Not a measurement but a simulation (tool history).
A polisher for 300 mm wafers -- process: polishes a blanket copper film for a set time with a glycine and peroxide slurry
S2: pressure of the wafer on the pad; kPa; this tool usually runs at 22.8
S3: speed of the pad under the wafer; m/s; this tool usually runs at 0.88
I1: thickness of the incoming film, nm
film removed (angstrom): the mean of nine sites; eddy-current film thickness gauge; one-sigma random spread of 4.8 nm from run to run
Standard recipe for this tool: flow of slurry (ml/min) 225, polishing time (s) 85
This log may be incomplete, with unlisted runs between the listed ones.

run 1 day=0 | flow_of_slurry_(ml/min)=225 S2=22.8 S3=0.88 polishing_time_(s)=85 | I1=2218.4 | film_removed_(angstrom)=5975
-- day=0.288 slurry nozzle cleaned
run 2 day=2.292 | flow_of_slurry_(ml/min)=225 S2=22.8 S3=0.88 polishing_time_(s)=85 | I1=2209.4 | film_removed_(angstrom)=6054
-- day=3.654 worn pad replaced by a new one
run 3 day=3.675 | flow_of_slurry_(ml/min)=225 S2=22.8 S3=0.88 polishing_time_(s)=85 | I1=2213.5 | film_removed_(angstrom)=6004
run 4 day=4.867 | flow_of_slurry_(ml/min)=225 S2=22.8 S3=0.88 polishing_time_(s)=85 | I1=2255.3 | film_removed_(angstrom)=5952
run 5 day=6.354 | flow_of_slurry_(ml/min)=225 S2=22.8 S3=0.88 polishing_time_(s)=85 | I1=2216.9 | film_removed_(angstrom)=5911
run 6 day=9.012 | flow_of_slurry_(ml/min)=225 S2=22.8 S3=0.88 polishing_time_(s)=85 | I1=2198.6 | film_removed_(angstrom)=5940
-- day=10.221 worn pad replaced by a new one
run 7 day=10.242 | flow_of_slurry_(ml/min)=225 S2=22.8 S3=0.88 polishing_time_(s)=85 | I1=2232.4 | film_removed_(angstrom)=5878
-- day=11.296 slurry nozzle cleaned
-- day=12.775 head pressure recalibrated
run 8 day=13.004 | flow_of_slurry_(ml/min)=225 S2=22.8 S3=0.88 polishing_time_(s)=85 | I1=2245 | film_removed_(angstrom)=5897
run 9 day=15.358 | flow_of_slurry_(ml/min)=225 S2=22.8 S3=0.8 polishing_time_(s)=85 | I1=2246.7 | film_removed_(angstrom)=5530

Run 10 is up next; what results do you expect?
-- day=16.379 worn pad replaced by a new one
run 10 day=19.871 | flow_of_slurry_(ml/min)=225 S2=22.8 S3=0.88 polishing_time_(s)=85 | I1=2205.2 | film_removed_(angstrom)=?

film removed (angstrom): 6001
Were there no unlogged condition in the tool, this run, its random variation unchanged, would have produced film removed (angstrom) 6001.

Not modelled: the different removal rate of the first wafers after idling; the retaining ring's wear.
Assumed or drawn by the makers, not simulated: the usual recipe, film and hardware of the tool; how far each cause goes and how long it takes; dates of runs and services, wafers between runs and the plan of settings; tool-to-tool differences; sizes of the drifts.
